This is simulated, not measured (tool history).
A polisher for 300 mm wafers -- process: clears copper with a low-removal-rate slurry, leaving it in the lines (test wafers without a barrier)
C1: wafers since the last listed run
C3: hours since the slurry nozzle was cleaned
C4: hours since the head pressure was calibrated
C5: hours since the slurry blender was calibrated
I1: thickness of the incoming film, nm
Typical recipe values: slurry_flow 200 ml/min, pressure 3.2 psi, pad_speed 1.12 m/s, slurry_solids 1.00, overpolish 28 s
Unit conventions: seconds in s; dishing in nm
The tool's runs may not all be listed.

run 1 hour=0.0 | slurry_flow=160 pressure=3.2 pad_speed=1.12 slurry_solids=1.00 overpolish=28 | C1=0 wafers_polished_on_this_pad=752 C3=1.3 C4=270.4 C5=161.7 | I1=413.9 | seconds=121.8 dishing=50.7
run 2 hour=32.8 | slurry_flow=200 pressure=3.2 pad_speed=1.12 slurry_solids=1.00 overpolish=28 | C1=159 wafers_polished_on_this_pad=912 C3=34.1 C4=303.2 C5=194.5 | I1=409.3 | seconds=117.5 dishing=52.6
run 3 hour=51.3 | slurry_flow=200 pressure=3.2 pad_speed=1.12 slurry_solids=1.00 overpolish=28 | C1=90 wafers_polished_on_this_pad=1002 C3=52.6 C4=321.7 C5=213.0 | I1=407.8 | seconds=115.8 dishing=51.9
-- hour=65.8 worn pad replaced by a new one
run 4 hour=87.1 | slurry_flow=200 pressure=2.9 pad_speed=1.12 slurry_solids=1.00 overpolish=28 | C1=155 wafers_polished_on_this_pad=103 C3=88.4 C4=357.5 C5=248.8 | I1=402.3 | seconds=115.2 dishing=50.7
run 5 hour=122.5 | slurry_flow=200 pressure=2.9 pad_speed=1.12 slurry_solids=1.00 overpolish=28 | C1=172 wafers_polished_on_this_pad=276 C3=123.8 C4=392.9 C5=284.2 | I1=408.5 | seconds=120.7 dishing=50.5
run 6 hour=170.8 | slurry_flow=200 pressure=3.2 pad_speed=1.12 slurry_solids=1.00 overpolish=28 | C1=235 wafers_polished_on_this_pad=511 C3=172.1 C4=441.2 C5=332.5 | I1=402.0 | seconds=115.4 dishing=53.0
run 7 hour=196.0 | slurry_flow=200 pressure=3.2 pad_speed=1.12 slurry_solids=1.00 overpolish=28 | C1=122 wafers_polished_on_this_pad=634 C3=197.3 C4=466.4 C5=357.7 | I1=411.6 | seconds=117.2 dishing=53.0
run 8 hour=208.6 | slurry_flow=200 pressure=3.2 pad_speed=0.88 slurry_solids=1.00 overpolish=28 | C1=61 wafers_polished_on_this_pad=695 C3=209.9 C4=479.0 C5=370.3 | I1=406.5 | seconds=140.6 dishing=45.2
run 9 hour=239.1 | slurry_flow=200 pressure=3.2 pad_speed=1.12 slurry_solids=1.00 overpolish=28 | C1=148 wafers_polished_on_this_pad=844 C3=240.4 C4=509.5 C5=400.8 | I1=415.1 | seconds=119.8 dishing=52.0
run 10 hour=272.0 | slurry_flow=200 pressure=3.2 pad_speed=1.12 slurry_solids=1.00 overpolish=28 | C1=160 wafers_polished_on_this_pad=1004 C3=273.3 C4=542.4 C5=433.7 | I1=409.5 | seconds=117.6 dishing=51.9
run 11 hour=301.5 | slurry_flow=200 pressure=3.2 pad_speed=1.12 slurry_solids=1.00 overpolish=28 | C1=143 wafers_polished_on_this_pad=1148 C3=302.8 C4=571.9 C5=463.2 | I1=413.8 | seconds=122.6 dishing=52.3
-- hour=303.8 head pressure recalibrated
run 12 hour=323.7 | slurry_flow=200 pressure=3.2 pad_speed=1.12 slurry_solids=1.00 overpolish=28 | C1=98 wafers_polished_on_this_pad=1247 C3=325.0 C4=19.9 C5=485.4 | I1=415.2 | seconds=120.5 dishing=52.0
-- hour=327.0 slurry blender recalibrated
-- hour=334.6 worn pad replaced by a new one, of another model than before
run 13 hour=352.7 | slurry_flow=200 pressure=3.2 pad_speed=1.12 slurry_solids=1.00 overpolish=28 | C1=112 wafers_polished_on_this_pad=88 C3=354.0 C4=48.9 C5=25.7 | I1=409.4 | seconds=110.4 dishing=56.8
run 14 hour=369.1 | slurry_flow=200 pressure=3.2 pad_speed=1.12 slurry_solids=1.00 overpolish=28 | C1=79 wafers_polished_on_this_pad=168 C3=370.4 C4=65.3 C5=42.1 | I1=412.8 | seconds=113.0 dishing=52.7
run 15 hour=382.2 | slurry_flow=200 pressure=3.2 pad_speed=1.12 slurry_solids=1.00 overpolish=41 | C1=63 wafers_polished_on_this_pad=232 C3=383.5 C4=78.4 C5=55.2 | I1=414.1 | seconds=114.6 dishing=68.3
run 16 hour=400.5 | slurry_flow=200 pressure=3.8 pad_speed=1.12 slurry_solids=1.00 overpolish=28 | C1=89 wafers_polished_on_this_pad=321 C3=401.8 C4=96.7 C5=73.5 | I1=411.6 | seconds=106.9 dishing=57.6
-- hour=414.9 slurry nozzle cleaned
run 17 hour=415.4 | slurry_flow=200 pressure=3.2 pad_speed=0.72 slurry_solids=1.10 overpolish=28 | C1=67 wafers_polished_on_this_pad=389 C3=0.5 C4=111.6 C5=88.4 | I1=407.5 | seconds=177.6 dishing=38.6
run 18 hour=474.2 | slurry_flow=260 pressure=2.8 pad_speed=1.12 slurry_solids=1.15 overpolish=12 | C1=286 wafers_polished_on_this_pad=675 C3=59.3 C4=170.4 C5=147.2 | I1=409.3 | seconds=117.8 dishing=27.2
run 19 hour=489.7 | slurry_flow=200 pressure=3.2 pad_speed=1.12 slurry_solids=1.20 overpolish=45 | C1=75 wafers_polished_on_this_pad=751 C3=74.8 C4=185.9 C5=162.7 | I1=408.2 | seconds=112.3 dishing=72.6
run 20 hour=513.9 | slurry_flow=200 pressure=3.2 pad_speed=1.12 slurry_solids=1.00 overpolish=28 | C1=117 wafers_polished_on_this_pad=869 C3=99.0 C4=210.1 C5=186.9 | I1=409.8 | seconds=118.9 dishing=53.2
run 21 hour=541.0 | slurry_flow=165 pressure=2.3 pad_speed=0.90 slurry_solids=1.00 overpolish=28 | C1=132 wafers_polished_on_this_pad=1001 C3=126.1 C4=237.2 C5=214.0 | I1=409.2 | seconds=170.1 dishing=38.0
run 22 hour=557.5 | slurry_flow=200 pressure=3.2 pad_speed=1.12 slurry_solids=1.00 overpolish=28 | C1=80 wafers_polished_on_this_pad=1081 C3=142.6 C4=253.7 C5=230.5 | I1=409.6 | seconds=117.7 dishing=51.9
-- hour=583.3 worn pad replaced by a new one
run 23 hour=591.3 | slurry_flow=270 pressure=3.2 pad_speed=1.12 slurry_solids=0.80 overpolish=28 | C1=145 wafers_polished_on_this_pad=39 C3=176.4 C4=287.5 C5=264.3 | I1=415.4 | seconds=112.7 dishing=53.5
run 24 hour=623.5 | slurry_flow=200 pressure=3.2 pad_speed=0.82 slurry_solids=1.00 overpolish=18 | C1=156 wafers_polished_on_this_pad=196 C3=208.6 C4=319.7 C5=296.5 | I1=411.8 | seconds=156.2 dishing=31.1
run 25 hour=648.5 | slurry_flow=200 pressure=3.2 pad_speed=1.12 slurry_solids=1.00 overpolish=28 | C1=121 wafers_polished_on_this_pad=318 C3=233.6 C4=344.7 C5=321.5 | I1=409.0 | seconds=114.2 dishing=54.1
run 26 hour=671.7 | slurry_flow=200 pressure=3.2 pad_speed=1.12 slurry_solids=1.00 overpolish=28 | C1=113 wafers_polished_on_this_pad=431 C3=256.8 C4=367.9 C5=344.7 | I1=411.2 | seconds=117.0 dishing=53.5
run 27 hour=706.1 | slurry_flow=200 pressure=3.7 pad_speed=0.84 slurry_solids=1.10 overpolish=28 | C1=167 wafers_polished_on_this_pad=598 C3=291.2 C4=402.3 C5=379.1 | I1=408.3 | seconds=142.4 dishing=45.6
-- hour=741.3 slurry blender recalibrated
run 28 hour=741.8 | slurry_flow=200 pressure=2.8 pad_speed=1.12 slurry_solids=1.20 overpolish=33 | C1=164 wafers_polished_on_this_pad=763 C3=326.9 C4=438.0 C5=0.5 | I1=413.4 | seconds=122.1 dishing=55.4

Per-run results on a tool with no hidden state, each run keeping its own random variation:
Hidden conditions of the tool in this case: removal rate lost through wear of the pad, %; slurry flow missing at the pad, %; deviation of the head's pressure from its setpoint, %; abrasive missing from the slurry, %.
run=1 seconds=113.7 dishing=53.2
run=2 seconds=109.3 dishing=55.4
run=3 seconds=107.5 dishing=54.7
run=4 seconds=111.9 dishing=51.8
run=5 seconds=114.7 dishing=52.3
run=6 seconds=107.7 dishing=55.7
run=7 seconds=108.7 dishing=55.8
run=8 seconds=130.1 dishing=47.9
run=9 seconds=110.4 dishing=55.1
run=10 seconds=108.1 dishing=55.1
run=11 seconds=112.4 dishing=55.6
run=12 seconds=110.3 dishing=55.4
run=13 seconds=108.2 dishing=57.6
run=14 seconds=109.5 dishing=53.8
run=15 seconds=110.2 dishing=69.9
run=16 seconds=101.9 dishing=59.5
run=17 seconds=168.3 dishing=40.3
run=18 seconds=109.9 dishing=28.9
run=19 seconds=104.6 dishing=75.5
run=20 seconds=110.3 dishing=56.1
run=21 seconds=157.5 dishing=40.3
run=22 seconds=108.8 dishing=54.8
run=23 seconds=111.7 dishing=53.9
run=24 seconds=151.1 dishing=32.0
run=25 seconds=109.1 dishing=55.9
run=26 seconds=110.7 dishing=55.6
run=27 seconds=133.5 dishing=47.8
run=28 seconds=113.8 dishing=58.0

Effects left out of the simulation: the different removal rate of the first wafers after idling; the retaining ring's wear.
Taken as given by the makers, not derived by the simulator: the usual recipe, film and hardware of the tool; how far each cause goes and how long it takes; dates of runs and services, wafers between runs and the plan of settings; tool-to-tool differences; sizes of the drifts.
